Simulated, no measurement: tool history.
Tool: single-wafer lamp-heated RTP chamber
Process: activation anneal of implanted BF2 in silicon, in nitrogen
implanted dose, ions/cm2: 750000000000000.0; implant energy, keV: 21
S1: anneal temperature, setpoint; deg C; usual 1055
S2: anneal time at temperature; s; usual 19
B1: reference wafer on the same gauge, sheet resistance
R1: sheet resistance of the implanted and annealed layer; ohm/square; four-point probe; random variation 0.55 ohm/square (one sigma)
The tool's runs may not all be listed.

run 1 hour=0 | S1=1055 S2=19 | B1=161.13 | R1=177.59
run 2 hour=43.2 | S1=1055 S2=19 | B1=161.03 | R1=176.67
run 3 hour=145.5 | S1=1055 S2=19 | B1=161.12 | R1=177.54
run 4 hour=233.4 | S1=1055 S2=19 | B1=161.04 | R1=176.26
run 5 hour=282.2 | S1=1055 S2=19 | B1=161.09 | R1=176.66
run 6 hour=357.5 | S1=1055 S2=19 | B1=161.08 | R1=175.3
run 7 hour=398.8 | S1=1055 S2=19 | B1=161.1 | R1=175.29
run 8 hour=472.6 | S1=1055 S2=19 | B1=161.12 | R1=174.11
-- hour=511.4 reflector plate cleaned
run 9 hour=526.4 | S1=1055 S2=19 | B1=161 | R1=177.55
run 10 hour=599.1 | S1=1047 S2=19 | B1=161.04 | R1=178.38
run 11 hour=664.4 | S1=1047 S2=19 | B1=161.02 | R1=178.01
run 12 hour=711 | S1=1047 S2=19 | B1=161.07 | R1=178.56
-- hour=741.9 pyrometer window cleaned and pyrometer calibrated
run 13 hour=816.9 | S1=1055 S2=25 | B1=161 | R1=176.56
run 14 hour=907 | S1=1046 S2=25 | B1=161.04 | R1=178.87
run 15 hour=994.7 | S1=1055 S2=29 | B1=161.03 | R1=173.39
run 16 hour=1091.5 | S1=1055 S2=19 | B1=160.97 | R1=176.6
-- hour=1137.6 gauge calibrated
run 17 hour=1142.5 | S1=1081 S2=15 | B1=161.11 | R1=171.51
run 18 hour=1225.2 | S1=1055 S2=19 | B1=161.25 | R1=175.04
run 19 hour=1297.5 | S1=1034 S2=19 | B1=160.86 | R1=183.96
run 20 hour=1356.1 | S1=1082 S2=16 | B1=160.99 | R1=170.32
-- hour=1389.3 pyrometer window cleaned and pyrometer calibrated
run 21 hour=1393.2 | S1=1035 S2=30 | B1=161.08 | R1=180.24
run 22 hour=1443 | S1=1055 S2=19 | B1=161.08 | R1=176.7
run 23 hour=1546 | S1=1055 S2=10 | B1=160.95 | R1=183.71
run 24 hour=1633.5 | S1=1055 S2=8 | B1=160.94 | R1=185.65

Hidden state or all else? Some run-to-run changes of R1, split into what the settings, what came in and random variation would give without the hidden state, and what is left for the hidden state (with any gauge scatter that isn't in both results):
The hidden state here: true wafer temperature minus pyrometer reading, K; wafer temperature error from the tarnished reflector plate, K; gauge reads high (%).
Run 12 -> 13: S1 1047 -> 1055, S2 19 -> 25, pyrometer window cleaned and pyrometer calibrated. R1 -2 ohm/square: hidden state +4.58, all else -6.58.
Run 19 -> 20: S1 1034 -> 1082, S2 19 -> 16. R1 -13.64 ohm/square: hidden state +3.84, all else -17.48.
Run 20 -> 21: S1 1082 -> 1035, S2 16 -> 30, pyrometer window cleaned and pyrometer calibrated. R1 +9.92 ohm/square: hidden state +0.45, all else +9.47.
